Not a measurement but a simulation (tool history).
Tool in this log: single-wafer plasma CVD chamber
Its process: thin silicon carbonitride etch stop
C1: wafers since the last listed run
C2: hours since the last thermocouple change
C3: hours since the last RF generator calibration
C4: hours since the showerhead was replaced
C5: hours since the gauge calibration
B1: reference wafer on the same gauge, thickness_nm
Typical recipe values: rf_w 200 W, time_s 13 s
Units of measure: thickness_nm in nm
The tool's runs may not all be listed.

Run 1, hour 0: usual settings; C1 0; C2 1578; C3 1016.4; C4 4723.2; C5 314.7; B1 7.025. Result: thickness_nm 6.661 nm.
Run 2, hour 71.9: usual settings; C1 1264; C2 1649.9; C3 1088.3; C4 4795.1; C5 386.6; B1 7.025. Result: thickness_nm 6.647 nm.
Run 3, hour 121.5: usual settings; C1 872; C2 1699.5; C3 1137.9; C4 4844.7; C5 436.2; B1 7.026. Result: thickness_nm 6.639 nm.
Run 4, hour 160.6: usual settings; C1 687; C2 1738.6; C3 1177; C4 4883.8; C5 475.3; B1 7.026. Result: thickness_nm 6.62 nm.
Run 5, hour 188.2: usual settings; C1 485; C2 1766.2; C3 1204.6; C4 4911.4; C5 502.9; B1 7.018. Result: thickness_nm 6.632 nm.
Run 6, hour 245.6: usual settings but rf_w 175 W; C1 1009; C2 1823.6; C3 1262; C4 4968.8; C5 560.3; B1 7.019. Result: thickness_nm 6.381 nm.
At hour 417: gauge calibrated.
At hour 456.8: showerhead replaced.
Run 7, hour 459.6: usual settings but rf_w 175 W; C1 3622; C2 2037.6; C3 1476; C4 2.8; C5 42.6; B1 7.014. Result: thickness_nm 6.371 nm.
Run 8, hour 517.5: usual settings but time_s 10.9 s; C1 1018; C2 2095.5; C3 1533.9; C4 60.7; C5 100.5; B1 7.016. Result: thickness_nm 5.558 nm.
Run 9, hour 553.1: usual settings but time_s 10.9 s; C1 626; C2 2131.1; C3 1569.5; C4 96.3; C5 136.1; B1 7.017. Result: thickness_nm 5.532 nm.
Run 10, hour 617.9: usual settings but rf_w 180 W; C1 1139; C2 2195.9; C3 1634.3; C4 161.1; C5 200.9; B1 7.018. Result: thickness_nm 6.424 nm.
Run 11, hour 669.6: usual settings but rf_w 180 W; C1 909; C2 2247.6; C3 1686; C4 212.8; C5 252.6; B1 7.021. Result: thickness_nm 6.418 nm.
At hour 794.6: thermocouple changed; heater temperature recalibrated.
Run 12, hour 835.1: usual settings but rf_w 215 W, time_s 10.9 s; C1 2769; C2 40.5; C3 1851.5; C4 378.3; C5 418.1; B1 7.019. Result: thickness_nm 5.621 nm.
Run 13, hour 879.8: usual settings but rf_w 185 W; C1 786; C2 85.2; C3 1896.2; C4 423; C5 462.8; B1 7.022. Result: thickness_nm 6.439 nm.
Run 14, hour 910.3: usual settings but rf_w 165 W, time_s 13.7 s; C1 536; C2 115.7; C3 1926.7; C4 453.5; C5 493.3; B1 7.021. Result: thickness_nm 6.582 nm.
Run 15, hour 934.4: usual settings but rf_w 235 W, time_s 11.5 s; C1 423; C2 139.8; C3 1950.8; C4 477.6; C5 517.4; B1 7.026. Result: thickness_nm 6.065 nm.
Run 16, hour 990.2: usual settings; C1 981; C2 195.6; C3 2006.6; C4 533.4; C5 573.2; B1 7.021. Result: thickness_nm 6.579 nm.
At hour 1021.7: RF generator calibrated.
Run 17, hour 1044.5: usual settings but rf_w 175 W; C1 814; C2 249.9; C3 22.8; C4 587.7; C5 627.5; B1 7.02. Result: thickness_nm 6.464 nm.
Run 18, hour 1080.6: usual settings but rf_w 180 W, time_s 12 s; C1 634; C2 286; C3 58.9; C4 623.8; C5 663.6; B1 7.032. Result: thickness_nm 6.044 nm.
At hour 1118.6: gauge calibrated.
Run 19, hour 1127.9: usual settings; C1 831; C2 333.3; C3 106.2; C4 671.1; C5 9.3; B1 7.014. Result: thickness_nm 6.686 nm.
Run 20, hour 1169.7: usual settings but time_s 14.9 s; C1 735; C2 375.1; C3 148; C4 712.9; C5 51.1; B1 7.021. Result: thickness_nm 7.72 nm.
Run 21, hour 1200: usual settings but rf_w 225 W, time_s 11.5 s; C1 532; C2 405.4; C3 178.3; C4 743.2; C5 81.4; B1 7.017. Result: thickness_nm 6.142 nm.
Run 22, hour 1268.6: usual settings but time_s 11.7 s; C1 1206; C2 474; C3 246.9; C4 811.8; C5 150; B1 7.016. Result: thickness_nm 6.055 nm.
Run 23, hour 1333.5: usual settings; C1 1141; C2 538.9; C3 311.8; C4 876.7; C5 214.9; B1 7.019. Result: thickness_nm 6.701 nm.

Below are 4 alternative next runs, each starting from the tool's condition after run 23. Predict each:
Run A, hour 1333.9: usual settings but time_s 10.7 s; C1 7; C2 539.3; C3 312.2; C4 877.1; C5 215.3; B1 ?. Result: thickness_nm ?.
Run B, hour 1333.9: usual settings but rf_w 160 W, time_s 10.8 s; C1 7; C2 539.3; C3 312.2; C4 877.1; C5 215.3; B1 ?. Result: thickness_nm ?.
Run C, hour 1333.9: usual settings but rf_w 185 W, time_s 12.2 s; C1 7; C2 539.3; C3 312.2; C4 877.1; C5 215.3; B1 ?. Result: thickness_nm ?.
Run D, hour 1333.9: usual settings but rf_w 225 W; C1 7; C2 539.3; C3 312.2; C4 877.1; C5 215.3; B1 ?. Result: thickness_nm ?.

run     B1  thickness_nm
  A  7.019         5.533
  B  7.019         5.269
  C  7.019         6.181
  D  7.019         6.936
Without the tool's hidden state the same runs would have given:
run  thickness_nm
  A         5.552
  B         5.287
  C         6.202
  D          6.96
